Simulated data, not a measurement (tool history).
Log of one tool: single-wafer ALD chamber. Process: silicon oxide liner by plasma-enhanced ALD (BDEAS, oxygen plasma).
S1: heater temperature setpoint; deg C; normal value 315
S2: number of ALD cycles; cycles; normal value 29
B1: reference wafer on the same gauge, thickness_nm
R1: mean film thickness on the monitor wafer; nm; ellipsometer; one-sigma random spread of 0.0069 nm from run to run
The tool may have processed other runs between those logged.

run 1 hour=0.0 | S1=315 S2=29 | B1=2.531 | R1=2.773
run 2 hour=67.1 | S1=315 S2=29 | B1=2.530 | R1=2.775
run 3 hour=147.2 | S1=315 S2=29 | B1=2.530 | R1=2.772
run 4 hour=203.0 | S1=315 S2=29 | B1=2.529 | R1=2.763
run 5 hour=242.5 | S1=315 S2=29 | B1=2.530 | R1=2.769
-- hour=249.8 gauge calibrated
run 6 hour=312.4 | S1=315 S2=28 | B1=2.530 | R1=2.656
run 7 hour=407.0 | S1=315 S2=28 | B1=2.530 | R1=2.667
run 8 hour=486.0 | S1=315 S2=28 | B1=2.531 | R1=2.659
run 9 hour=524.4 | S1=315 S2=32 | B1=2.530 | R1=3.053
run 10 hour=583.5 | S1=315 S2=32 | B1=2.530 | R1=3.044
run 11 hour=657.0 | S1=315 S2=29 | B1=2.530 | R1=2.744
run 12 hour=732.4 | S1=315 S2=29 | B1=2.529 | R1=2.738
run 13 hour=808.3 | S1=309 S2=34 | B1=2.532 | R1=3.241
run 14 hour=955.0 | S1=315 S2=28 | B1=2.531 | R1=2.653
run 15 hour=1016.3 | S1=303 S2=34 | B1=2.530 | R1=3.269
-- hour=1033.3 thermocouple changed; heater temperature recalibrated
run 16 hour=1056.9 | S1=306 S2=26 | B1=2.531 | R1=2.512
run 17 hour=1130.2 | S1=305 S2=29 | B1=2.530 | R1=2.805
-- hour=1195.6 gauge calibrated
run 18 hour=1198.1 | S1=328 S2=27 | B1=2.529 | R1=2.524
run 19 hour=1287.0 | S1=315 S2=29 | B1=2.530 | R1=2.769
run 20 hour=1362.9 | S1=329 S2=33 | B1=2.532 | R1=3.058
run 21 hour=1449.4 | S1=304 S2=27 | B1=2.529 | R1=2.625
run 22 hour=1512.5 | S1=315 S2=29 | B1=2.527 | R1=2.772
run 23 hour=1595.2 | S1=307 S2=25 | B1=2.530 | R1=2.407
run 24 hour=1634.5 | S1=315 S2=28 | B1=2.530 | R1=2.658

Here are 4 independent what-if runs from the current tool condition. What would each one return?
run A hour=1634.9 | S1=329 S2=29 | B1=? | R1=?
run B hour=1634.9 | S1=323 S2=33 | B1=? | R1=?
run C hour=1634.9 | S1=329 S2=26 | B1=? | R1=?
run D hour=1634.9 | S1=315 S2=33 | B1=? | R1=?

run=A B1=2.529 R1=2.695
run=B B1=2.529 R1=3.097
run=C B1=2.529 R1=2.416
run=D B1=2.529 R1=3.138
With no hidden state in the tool, these same runs would have given:
run=A R1=2.696
run=B R1=3.099
run=C R1=2.417
run=D R1=3.140

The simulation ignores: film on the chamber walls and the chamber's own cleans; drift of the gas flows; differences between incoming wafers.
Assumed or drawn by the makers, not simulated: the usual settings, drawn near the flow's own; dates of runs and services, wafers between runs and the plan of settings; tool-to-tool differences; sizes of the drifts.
